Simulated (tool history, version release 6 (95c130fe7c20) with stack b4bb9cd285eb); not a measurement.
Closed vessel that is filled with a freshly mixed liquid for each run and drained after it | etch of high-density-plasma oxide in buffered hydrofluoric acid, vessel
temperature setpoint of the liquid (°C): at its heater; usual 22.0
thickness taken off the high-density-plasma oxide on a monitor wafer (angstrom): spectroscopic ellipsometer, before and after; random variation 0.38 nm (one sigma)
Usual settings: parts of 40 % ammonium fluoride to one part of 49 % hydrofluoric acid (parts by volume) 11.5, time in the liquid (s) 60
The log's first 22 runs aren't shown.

| run | hour | temperature setpoint of the liquid (°C) | parts of 40 % ammonium fluoride to one part of 49 % hydrofluoric acid (parts by volume) | time in the liquid (s) | read-back film thickness of the high-density-plasma oxide reference wafer, read on the same gauge (nm) | thickness taken off the high-density-plasma oxide on a monitor wafer (angstrom) |
|---|---|---|---|---|---|---|
| 23 | 651.0 | 24.0 | 9.5 | 50 | 90.01 | 564.7 |
|  | 661.8 | thermometer replaced |
|  | 678.0 | hydrofluoric acid flow meter replaced |
| 24 | 678.5 | 22.0 | 11.5 | 60 | 89.99 | 559.4 |
| 25 | 697.5 | 22.0 | 11.5 | 60 | 89.98 | 553.1 |
| 26 | 724.4 | 25.0 | 16.0 | 30 | 89.98 | 237.5 |
| 27 | 742.2 | 22.0 | 8.5 | 60 | 90.00 | 725.3 |
| 28 | 777.0 | 19.5 | 11.5 | 60 | 90.01 | 477.5 |
| 29 | 797.7 | 25.0 | 13.0 | 60 | 89.99 | 577.1 |
| 30 | 832.3 | 19.5 | 8.0 | 30 | 89.97 | 331.6 |
| 31 | 861.0 | 22.0 | 9.0 | 45 | 90.00 | 498.9 |
| 32 | 888.4 | 17.0 | 11.5 | 60 | 90.01 | 405.9 |

Forecast each of these 4 alternatives for the next run:
| A | 889.1 | 22.0 | 11.5 | 60 | ? | ? |
| B | 889.1 | 19.5 | 7.5 | 85 | ? | ? |
| C | 889.1 | 22.0 | 9.5 | 80 | ? | ? |
| D | 889.1 | 17.5 | 9.5 | 40 | ? | ? |

| run | read-back film thickness of the high-density-plasma oxide reference wafer, read on the same gauge (nm) | thickness taken off the high-density-plasma oxide on a monitor wafer (angstrom) |
|---|---|---|
| A | 90.05 | 542.0 |
| B | 90.05 | 996.3 |
| C | 90.05 | 855.4 |
| D | 90.05 | 331.9 |
Without the tool's hidden state the same runs would have given:
| run | thickness taken off the high-density-plasma oxide on a monitor wafer (angstrom) |
|---|---|
| A | 562.8 |
| B | 1035.1 |
| C | 888.2 |
| D | 345.0 |

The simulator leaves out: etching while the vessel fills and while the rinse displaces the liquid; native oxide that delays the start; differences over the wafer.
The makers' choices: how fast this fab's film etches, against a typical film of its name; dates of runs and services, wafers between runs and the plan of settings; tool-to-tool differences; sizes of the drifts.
